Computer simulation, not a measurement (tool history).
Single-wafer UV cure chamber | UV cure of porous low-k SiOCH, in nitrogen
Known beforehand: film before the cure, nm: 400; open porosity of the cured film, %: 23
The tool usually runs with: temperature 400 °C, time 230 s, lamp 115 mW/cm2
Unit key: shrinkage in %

run   hour  temperature  time  lamp  shrinkage
  1      0          400   230   115     10.602
  2   35.7          400   230   115     10.564
  3   51.1          400   230   115     10.642
  4   83.9          400   230   115     10.593
  5  102.6          400   280   115     11.495
  6    124          400   230   124     10.917
  7  136.2          400   230   124     10.711
  8  155.1          400   230   124     10.634
     192.2  -- UV bulbs replaced
  9  192.7          400   230   115     12.566
 10  208.6          400   230   115     12.763
 11    228          400   230   115     12.428
 12    244          415   230    84     11.326
 13  279.4          407   135   115     10.134
 14  311.7          414   165   115     11.228
     340.3  -- quartz window cleaned
 15  346.4          415   230    85     11.346
 16  381.4          400   135    90      8.815
 17    429          400   230   115     12.411
 18  457.4          387   230   115     12.015
 19  474.9          400   230   115     12.088
 20  498.8          400   230   115     12.089
 21  515.5          390   230    95     11.005
 22  540.2          415   330   115     14.061
 23  562.7          415   330   115     14.059
 24  579.2          405   230   134     13.085
 25  595.4          400   135    90      8.578

Each row is a separate what-if for the run after 25, all from the same tool condition, not one after another. Results?
  A  595.9          400   230    81          ?
  B  595.9          384   230    77          ?
  C  595.9          385   300   115          ?
  D  595.9          407   305    77          ?
  E  595.9          411   270    88          ?

run  shrinkage
  A     10.418
  B      9.914
  C     12.978
  D     11.585
  E     11.708
With the hidden condition removed and each run's random variation left untouched, the same runs would have given:
run  shrinkage
  A     10.875
  B     10.365
  C     13.461
  D     12.055
  E     12.178
